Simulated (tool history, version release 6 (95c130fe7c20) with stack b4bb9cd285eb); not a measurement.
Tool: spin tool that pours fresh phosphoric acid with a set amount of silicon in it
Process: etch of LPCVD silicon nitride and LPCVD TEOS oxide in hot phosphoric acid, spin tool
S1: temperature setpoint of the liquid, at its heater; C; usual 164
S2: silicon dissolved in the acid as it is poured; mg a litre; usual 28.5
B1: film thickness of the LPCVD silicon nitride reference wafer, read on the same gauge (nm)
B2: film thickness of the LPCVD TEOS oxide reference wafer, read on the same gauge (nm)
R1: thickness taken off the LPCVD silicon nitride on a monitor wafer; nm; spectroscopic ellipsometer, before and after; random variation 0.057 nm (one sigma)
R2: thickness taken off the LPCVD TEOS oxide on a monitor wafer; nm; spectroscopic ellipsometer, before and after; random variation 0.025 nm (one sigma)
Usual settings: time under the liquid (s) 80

run 1 hour=0 | S1=164 S2=28.5 time_under_the_liquid_(s)=80 | B1=50.01 B2=70.069 | R1=7.12 R2=0.103
run 2 hour=42.8 | S1=164 S2=15 time_under_the_liquid_(s)=80 | B1=50.02 B2=69.954 | R1=6.99 R2=0.143
run 3 hour=84.8 | S1=164 S2=28.5 time_under_the_liquid_(s)=80 | B1=49.97 B2=70.017 | R1=6.98 R2=0.124
run 4 hour=112.7 | S1=164 S2=45 time_under_the_liquid_(s)=80 | B1=50.02 B2=69.959 | R1=7.06 R2=0.056
-- hour=154.9 thermometer replaced
run 5 hour=173.4 | S1=164 S2=28.5 time_under_the_liquid_(s)=125 | B1=50.04 B2=69.96 | R1=10.79 R2=0.145
run 6 hour=299.7 | S1=164 S2=23 time_under_the_liquid_(s)=80 | B1=50.02 B2=70.004 | R1=7.03 R2=0.147
run 7 hour=358.4 | S1=164 S2=20.5 time_under_the_liquid_(s)=125 | B1=49.99 B2=70.027 | R1=10.9 R2=0.202
-- hour=389.2 heated supply line repaired, repeated, since the last time left the tool worse
run 8 hour=415.7 | S1=163 S2=28.5 time_under_the_liquid_(s)=80 | B1=50.01 B2=70.045 | R1=7.89 R2=0.168
run 9 hour=448.6 | S1=161.5 S2=45 time_under_the_liquid_(s)=115 | B1=50 B2=69.973 | R1=10.97 R2=0.079
run 10 hour=510 | S1=165.5 S2=28.5 time_under_the_liquid_(s)=40 | B1=49.97 B2=69.976 | R1=4.31 R2=0.111
-- hour=540.2 dissolved silicon flow meter replaced
run 11 hour=561.1 | S1=164 S2=16.5 time_under_the_liquid_(s)=115 | B1=50 B2=70.04 | R1=11.77 R2=0.353
run 12 hour=604.4 | S1=166.5 S2=28.5 time_under_the_liquid_(s)=80 | B1=50.02 B2=70.015 | R1=8.78 R2=0.234
run 13 hour=655.6 | S1=162.5 S2=28.5 time_under_the_liquid_(s)=80 | B1=50 B2=69.988 | R1=7.72 R2=0.157
-- hour=679.7 gauge calibrated
run 14 hour=743.1 | S1=165.5 S2=41 time_under_the_liquid_(s)=55 | B1=49.99 B2=69.991 | R1=5.89 R2=0.063
run 15 hour=810.2 | S1=165.5 S2=28.5 time_under_the_liquid_(s)=125 | B1=50.01 B2=70.029 | R1=13.08 R2=0.235
run 16 hour=842.8 | S1=164 S2=28.5 time_under_the_liquid_(s)=80 | B1=50.01 B2=70.026 | R1=8.12 R2=0.156
run 17 hour=886.9 | S1=164 S2=28.5 time_under_the_liquid_(s)=80 | B1=49.99 B2=69.993 | R1=8.02 R2=0.182
run 18 hour=942.8 | S1=164 S2=28.5 time_under_the_liquid_(s)=80 | B1=50 B2=69.988 | R1=8.01 R2=0.143
run 19 hour=975.4 | S1=164 S2=34.5 time_under_the_liquid_(s)=80 | B1=50.01 B2=70.048 | R1=7.95 R2=0.146
run 20 hour=1035.2 | S1=167 S2=28.5 time_under_the_liquid_(s)=35 | B1=50.01 B2=70.016 | R1=3.92 R2=0.085
run 21 hour=1104 | S1=164 S2=20.5 time_under_the_liquid_(s)=125 | B1=50.02 B2=69.951 | R1=12.51 R2=0.352
run 22 hour=1161.8 | S1=164 S2=40 time_under_the_liquid_(s)=110 | B1=49.99 B2=69.992 | R1=10.87 R2=0.125

Forecast each of these 4 alternatives for the next run:
run A hour=1162.2 | S1=164 S2=28.5 time_under_the_liquid_(s)=80 | B1=? B2=? | R1=? R2=?
run B hour=1162.2 | S1=166 S2=28.5 time_under_the_liquid_(s)=80 | B1=? B2=? | R1=? R2=?
run C hour=1162.2 | S1=164 S2=36.5 time_under_the_liquid_(s)=115 | B1=? B2=? | R1=? R2=?
run D hour=1162.2 | S1=164 S2=36.5 time_under_the_liquid_(s)=80 | B1=? B2=? | R1=? R2=?

run=A B1=49.98 B2=70.014 R1=8 R2=0.176
run=B B1=49.98 B2=70.014 R1=8.54 R2=0.204
run=C B1=49.98 B2=70.014 R1=11.5 R2=0.177
run=D B1=49.98 B2=70.014 R1=8 R2=0.123
Without the tool's hidden state the same runs would have given:
run=A R1=8.26 R2=0.189
run=B R1=8.82 R2=0.219
run=C R1=11.88 R2=0.19
run=D R1=8.26 R2=0.132
